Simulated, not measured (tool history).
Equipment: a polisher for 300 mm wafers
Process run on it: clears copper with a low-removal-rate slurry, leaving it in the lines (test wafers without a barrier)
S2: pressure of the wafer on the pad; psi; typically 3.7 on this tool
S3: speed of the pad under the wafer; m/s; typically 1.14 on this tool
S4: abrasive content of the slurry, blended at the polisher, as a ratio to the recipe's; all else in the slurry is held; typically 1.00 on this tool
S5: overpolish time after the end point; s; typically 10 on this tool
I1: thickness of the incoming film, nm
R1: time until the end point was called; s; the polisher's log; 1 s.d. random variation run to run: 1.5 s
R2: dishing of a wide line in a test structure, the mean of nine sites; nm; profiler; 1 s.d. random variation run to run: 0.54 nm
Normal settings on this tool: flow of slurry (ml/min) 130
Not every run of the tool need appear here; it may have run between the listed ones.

run 1 hour=0.0 | flow_of_slurry_(ml/min)=130 S2=3.7 S3=1.14 S4=0.85 S5=10 | I1=448.8 | R1=137.4 R2=27.0
run 2 hour=14.8 | flow_of_slurry_(ml/min)=130 S2=3.7 S3=1.14 S4=1.00 S5=10 | I1=440.1 | R1=133.7 R2=27.5
run 3 hour=23.4 | flow_of_slurry_(ml/min)=130 S2=3.7 S3=1.14 S4=1.00 S5=10 | I1=441.1 | R1=135.1 R2=27.0
run 4 hour=37.7 | flow_of_slurry_(ml/min)=130 S2=3.7 S3=1.14 S4=1.00 S5=10 | I1=441.5 | R1=133.1 R2=28.0
-- hour=49.3 worn pad replaced by a new one
run 5 hour=49.8 | flow_of_slurry_(ml/min)=130 S2=3.7 S3=1.14 S4=1.00 S5=10 | I1=443.4 | R1=135.5 R2=27.0
run 6 hour=60.6 | flow_of_slurry_(ml/min)=130 S2=3.7 S3=1.14 S4=1.05 S5=10 | I1=443.4 | R1=135.4 R2=28.1
run 7 hour=69.1 | flow_of_slurry_(ml/min)=160 S2=3.7 S3=1.14 S4=1.10 S5=10 | I1=450.6 | R1=132.9 R2=28.2
run 8 hour=80.5 | flow_of_slurry_(ml/min)=120 S2=3.7 S3=1.46 S4=0.85 S5=10 | I1=440.6 | R1=110.8 R2=33.6
run 9 hour=96.0 | flow_of_slurry_(ml/min)=145 S2=2.9 S3=1.14 S4=1.00 S5=10 | I1=443.1 | R1=171.1 R2=21.6
run 10 hour=110.1 | flow_of_slurry_(ml/min)=115 S2=3.7 S3=0.82 S4=1.20 S5=10 | I1=438.0 | R1=184.2 R2=19.6
run 11 hour=124.1 | flow_of_slurry_(ml/min)=130 S2=3.7 S3=1.14 S4=1.30 S5=10 | I1=446.0 | R1=130.4 R2=27.8
run 12 hour=134.4 | flow_of_slurry_(ml/min)=130 S2=3.7 S3=1.14 S4=1.00 S5=8 | I1=451.2 | R1=140.0 R2=22.0
-- hour=147.1 worn pad replaced by a new one
run 13 hour=182.7 | flow_of_slurry_(ml/min)=130 S2=4.9 S3=1.30 S4=1.00 S5=10 | I1=443.0 | R1=94.0 R2=38.5
-- hour=188.5 head pressure recalibrated
run 14 hour=193.8 | flow_of_slurry_(ml/min)=130 S2=3.7 S3=1.14 S4=1.15 S5=10 | I1=448.6 | R1=137.7 R2=28.1
-- hour=198.3 slurry blender recalibrated
run 15 hour=204.8 | flow_of_slurry_(ml/min)=130 S2=3.7 S3=1.14 S4=1.15 S5=10 | I1=450.2 | R1=126.8 R2=30.0
run 16 hour=216.8 | flow_of_slurry_(ml/min)=130 S2=3.7 S3=1.48 S4=1.00 S5=10 | I1=443.7 | R1=98.9 R2=35.4
run 17 hour=226.9 | flow_of_slurry_(ml/min)=85 S2=3.7 S3=1.14 S4=0.85 S5=10 | I1=440.4 | R1=138.8 R2=26.3
run 18 hour=243.0 | flow_of_slurry_(ml/min)=130 S2=4.5 S3=1.14 S4=1.00 S5=10 | I1=441.0 | R1=107.0 R2=33.6
-- hour=245.8 slurry nozzle cleaned
-- hour=269.5 worn pad replaced by a new one
run 19 hour=287.5 | flow_of_slurry_(ml/min)=130 S2=3.7 S3=0.76 S4=0.80 S5=10 | I1=442.1 | R1=209.9 R2=18.0
run 20 hour=300.6 | flow_of_slurry_(ml/min)=130 S2=3.7 S3=1.14 S4=0.80 S5=10 | I1=444.9 | R1=141.6 R2=26.3
run 21 hour=316.5 | flow_of_slurry_(ml/min)=155 S2=3.7 S3=0.80 S4=1.00 S5=10 | I1=448.1 | R1=189.8 R2=20.1
run 22 hour=325.5 | flow_of_slurry_(ml/min)=130 S2=3.7 S3=1.14 S4=1.00 S5=8 | I1=450.3 | R1=135.9 R2=21.5
run 23 hour=333.8 | flow_of_slurry_(ml/min)=130 S2=3.7 S3=1.34 S4=1.00 S5=10 | I1=444.0 | R1=115.9 R2=31.0
run 24 hour=341.0 | flow_of_slurry_(ml/min)=130 S2=3.7 S3=1.24 S4=0.90 S5=12 | I1=449.2 | R1=128.7 R2=33.8
run 25 hour=358.7 | flow_of_slurry_(ml/min)=130 S2=3.7 S3=1.14 S4=1.00 S5=10 | I1=440.3 | R1=134.8 R2=27.2
-- hour=372.4 worn pad replaced by a new one
run 26 hour=375.8 | flow_of_slurry_(ml/min)=145 S2=2.5 S3=0.90 S4=1.00 S5=13 | I1=442.5 | R1=257.7 R2=19.2
run 27 hour=381.8 | flow_of_slurry_(ml/min)=130 S2=3.7 S3=0.76 S4=1.00 S5=10 | I1=448.4 | R1=205.5 R2=18.5

Each row is a separate what-if for the run after 27, all from the same tool condition, not one after another. Results?
run A hour=382.3 | flow_of_slurry_(ml/min)=130 S2=3.7 S3=0.84 S4=1.00 S5=10 | I1=440.0 | R1=? R2=?
run B hour=382.3 | flow_of_slurry_(ml/min)=85 S2=3.7 S3=1.14 S4=1.00 S5=10 | I1=440.0 | R1=? R2=?
run C hour=382.3 | flow_of_slurry_(ml/min)=130 S2=3.7 S3=0.90 S4=0.70 S5=10 | I1=440.0 | R1=? R2=?
run D hour=382.3 | flow_of_slurry_(ml/min)=130 S2=4.8 S3=1.14 S4=1.00 S5=10 | I1=440.0 | R1=? R2=?
run E hour=382.3 | flow_of_slurry_(ml/min)=145 S2=3.7 S3=1.14 S4=1.00 S5=10 | I1=440.0 | R1=? R2=?

run=A R1=185.9 R2=19.8
run=B R1=144.1 R2=25.1
run=C R1=185.6 R2=19.9
run=D R1=105.6 R2=33.6
run=E R1=135.2 R2=26.6
The same runs, with their run-to-run variation unchanged, on a tool lacking any hidden condition would have given:
run=A R1=172.5 R2=21.3
run=B R1=133.8 R2=26.9
run=C R1=172.8 R2=21.2
run=D R1=98.0 R2=35.9
run=E R1=125.5 R2=28.5
